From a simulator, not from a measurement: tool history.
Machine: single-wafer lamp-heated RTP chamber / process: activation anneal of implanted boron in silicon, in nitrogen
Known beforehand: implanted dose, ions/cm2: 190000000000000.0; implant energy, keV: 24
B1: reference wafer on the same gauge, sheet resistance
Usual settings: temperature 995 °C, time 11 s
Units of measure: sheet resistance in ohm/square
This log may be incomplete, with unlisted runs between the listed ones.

{"run": 1, "hour": 0.0, "temperature": 995, "time": 11, "B1": 475.95, "sheet resistance": 455.41}
{"run": 2, "hour": 26.3, "temperature": 995, "time": 11, "B1": 476.03, "sheet resistance": 457.03}
{"run": 3, "hour": 38.9, "temperature": 995, "time": 8, "B1": 475.88, "sheet resistance": 456.78}
{"run": 4, "hour": 65.2, "temperature": 995, "time": 8, "B1": 475.87, "sheet resistance": 456.76}
{"run": 5, "hour": 77.3, "temperature": 995, "time": 8, "B1": 476.03, "sheet resistance": 455.77}
{"run": 6, "hour": 92.0, "temperature": 995, "time": 11, "B1": 476.04, "sheet resistance": 454.89}
{"run": 7, "hour": 112.0, "temperature": 983, "time": 11, "B1": 475.91, "sheet resistance": 458.05}
{"run": 8, "hour": 125.9, "temperature": 1005, "time": 11, "B1": 475.92, "sheet resistance": 453.74}
{"run": 9, "hour": 230.0, "temperature": 995, "time": 11, "B1": 476.12, "sheet resistance": 457.97}
{"run": 10, "hour": 250.6, "temperature": 973, "time": 11, "B1": 476.01, "sheet resistance": 470.39}
{"run": 11, "hour": 285.4, "temperature": 995, "time": 11, "B1": 476.17, "sheet resistance": 457.43}
{"run": 12, "hour": 302.6, "temperature": 1011, "time": 5, "B1": 476.15, "sheet resistance": 455.24}
{"run": 13, "hour": 327.9, "temperature": 995, "time": 11, "B1": 475.9, "sheet resistance": 454.96}
{"run": 14, "hour": 353.3, "temperature": 1016, "time": 11, "B1": 476.04, "sheet resistance": 452.24}
{"run": 15, "hour": 376.5, "temperature": 1013, "time": 13, "B1": 475.82, "sheet resistance": 454.21}
{"run": 16, "hour": 399.0, "temperature": 1003, "time": 17, "B1": 475.94, "sheet resistance": 454.8}
{"run": 17, "hour": 428.0, "temperature": 971, "time": 8, "B1": 475.94, "sheet resistance": 474.78}
{"run": 18, "hour": 448.5, "temperature": 965, "time": 8, "B1": 476.16, "sheet resistance": 479.91}

Missing from the log above: 4 entries noted between runs. For each, name the pair of listed runs it sits between and say how the tool's hidden condition differs from the listed run just before to the listed run just after:
Runs 8 to 9: reflector plate cleaned (hour 141.7); pyrometer window cleaned and pyrometer calibrated (hour 218.1)
  true wafer temperature minus pyrometer reading, K: 7.9 -> 1.4; wafer temperature error from the tarnished reflector plate, K: 8.49 -> 3.61
  measured value less the no-hidden-state value, sheet resistance: -2.54 -> -2.05 ohm/square
Runs 10 to 11: gauge calibrated (hour 255)
  true wafer temperature minus pyrometer reading, K: 1.45 -> 1.67; wafer temperature error from the tarnished reflector plate, K: 4.33 -> 5.54
  measured value less the no-hidden-state value, sheet resistance: -6.85 -> -2.77 ohm/square
Runs 14 to 15: reflector plate cleaned (hour 376)
  true wafer temperature minus pyrometer reading, K: 2.52 -> 2.95; wafer temperature error from the tarnished reflector plate, K: 7.9 -> 1.36
  measured value less the no-hidden-state value, sheet resistance: -0.89 -> -0.51 ohm/square
